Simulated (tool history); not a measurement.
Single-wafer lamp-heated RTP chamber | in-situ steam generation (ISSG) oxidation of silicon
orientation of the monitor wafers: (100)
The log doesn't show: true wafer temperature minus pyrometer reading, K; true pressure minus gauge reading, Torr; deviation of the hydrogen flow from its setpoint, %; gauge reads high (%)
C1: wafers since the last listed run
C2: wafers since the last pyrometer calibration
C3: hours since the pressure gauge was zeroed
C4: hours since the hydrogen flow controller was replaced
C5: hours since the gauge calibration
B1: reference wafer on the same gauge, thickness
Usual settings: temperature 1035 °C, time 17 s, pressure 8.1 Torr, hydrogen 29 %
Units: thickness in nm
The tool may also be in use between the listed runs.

{"run": 1, "hour": 0.0, "temperature": 1035, "time": 17, "pressure": 8.1, "hydrogen": 29, "C1": 0, "C2": 7799, "C3": 1891.3, "C4": 6200.1, "C5": 1242.6, "B1": 6.471, "thickness": 6.19}
{"run": 2, "hour": 57.1, "temperature": 1035, "time": 17, "pressure": 8.1, "hydrogen": 32, "C1": 1083, "C2": 8882, "C3": 1948.4, "C4": 6257.2, "C5": 1299.7, "B1": 6.478, "thickness": 6.408}
{"run": 3, "hour": 135.1, "temperature": 1035, "time": 17, "pressure": 8.1, "hydrogen": 32, "C1": 1479, "C2": 10361, "C3": 2026.4, "C4": 6335.2, "C5": 1377.7, "B1": 6.479, "thickness": 6.438}
{"run": 4, "hour": 176.7, "temperature": 1035, "time": 17, "pressure": 8.1, "hydrogen": 32, "C1": 789, "C2": 11150, "C3": 2068.0, "C4": 6376.8, "C5": 1419.3, "B1": 6.457, "thickness": 6.464}
{"hour": 353.9, "done": "pyrometer window cleaned and pyrometer calibrated"}
{"run": 5, "hour": 420.0, "temperature": 1021, "time": 17, "pressure": 8.1, "hydrogen": 29, "C1": 4463, "C2": 1253, "C3": 2311.3, "C4": 6620.1, "C5": 1662.6, "B1": 6.473, "thickness": 5.904}
{"run": 6, "hour": 527.9, "temperature": 1035, "time": 17, "pressure": 8.1, "hydrogen": 29, "C1": 2046, "C2": 3300, "C3": 2419.2, "C4": 6728.0, "C5": 1770.5, "B1": 6.469, "thickness": 6.312}
{"hour": 575.2, "done": "hydrogen flow controller replaced"}
{"run": 7, "hour": 590.9, "temperature": 1035, "time": 17, "pressure": 8.1, "hydrogen": 29, "C1": 1043, "C2": 4343, "C3": 2482.2, "C4": 15.7, "C5": 1833.5, "B1": 6.479, "thickness": 6.188}
{"run": 8, "hour": 690.8, "temperature": 1035, "time": 17, "pressure": 8.1, "hydrogen": 29, "C1": 1894, "C2": 6238, "C3": 2582.1, "C4": 115.6, "C5": 1933.4, "B1": 6.499, "thickness": 6.241}
{"run": 9, "hour": 790.8, "temperature": 1035, "time": 17, "pressure": 8.1, "hydrogen": 29, "C1": 1896, "C2": 8135, "C3": 2682.1, "C4": 215.6, "C5": 2033.4, "B1": 6.471, "thickness": 6.224}
{"run": 10, "hour": 858.2, "temperature": 1035, "time": 17, "pressure": 8.1, "hydrogen": 29, "C1": 1278, "C2": 9413, "C3": 2749.5, "C4": 283.0, "C5": 2100.8, "B1": 6.47, "thickness": 6.258}
{"hour": 899.0, "done": "gauge calibrated"}
{"run": 11, "hour": 903.1, "temperature": 1035, "time": 17, "pressure": 9.3, "hydrogen": 32, "C1": 851, "C2": 10265, "C3": 2794.4, "C4": 327.9, "C5": 4.1, "B1": 6.483, "thickness": 6.337}
{"run": 12, "hour": 995.0, "temperature": 1035, "time": 20, "pressure": 9.3, "hydrogen": 29, "C1": 1743, "C2": 12008, "C3": 2886.3, "C4": 419.8, "C5": 96.0, "B1": 6.48, "thickness": 6.671}
{"hour": 1144.5, "done": "pyrometer window cleaned and pyrometer calibrated"}
{"run": 13, "hour": 1233.0, "temperature": 1019, "time": 17, "pressure": 8.1, "hydrogen": 29, "C1": 4362, "C2": 1678, "C3": 3124.3, "C4": 657.8, "C5": 334.0, "B1": 6.488, "thickness": 5.885}
{"run": 14, "hour": 1284.3, "temperature": 1035, "time": 17, "pressure": 8.1, "hydrogen": 29, "C1": 973, "C2": 2651, "C3": 3175.6, "C4": 709.1, "C5": 385.3, "B1": 6.479, "thickness": 6.273}
{"run": 15, "hour": 1402.0, "temperature": 1027, "time": 17, "pressure": 8.1, "hydrogen": 20, "C1": 2232, "C2": 4884, "C3": 3293.3, "C4": 826.8, "C5": 503.0, "B1": 6.474, "thickness": 5.464}
{"run": 16, "hour": 1486.7, "temperature": 1016, "time": 17, "pressure": 8.1, "hydrogen": 32, "C1": 1606, "C2": 6491, "C3": 3378.0, "C4": 911.5, "C5": 587.7, "B1": 6.48, "thickness": 5.907}
{"run": 17, "hour": 1592.4, "temperature": 1035, "time": 20, "pressure": 9.3, "hydrogen": 32, "C1": 2004, "C2": 8496, "C3": 3483.7, "C4": 1017.2, "C5": 693.4, "B1": 6.483, "thickness": 6.82}
{"run": 18, "hour": 1685.4, "temperature": 1047, "time": 13, "pressure": 7.5, "hydrogen": 32, "C1": 1764, "C2": 10260, "C3": 3576.7, "C4": 1110.2, "C5": 786.4, "B1": 6.478, "thickness": 6.018}
{"hour": 1716.1, "done": "pressure gauge zeroed"}
{"run": 19, "hour": 1733.6, "temperature": 1035, "time": 17, "pressure": 8.1, "hydrogen": 29, "C1": 762, "C2": 11022, "C3": 17.5, "C4": 1158.4, "C5": 834.6, "B1": 6.474, "thickness": 6.189}

The next listed run, before its measurement:
{"run": 20, "hour": 1782.4, "temperature": 1035, "time": 17, "pressure": 8.1, "hydrogen": 29, "C1": 925, "C2": 11948, "C3": 66.3, "C4": 1207.2, "C5": 883.4, "B1": "?", "thickness": "?"}

Run 20 gave B1 6.482, thickness 6.254 nm.
Without the tool's hidden state the same run would have given thickness 6.254 nm.
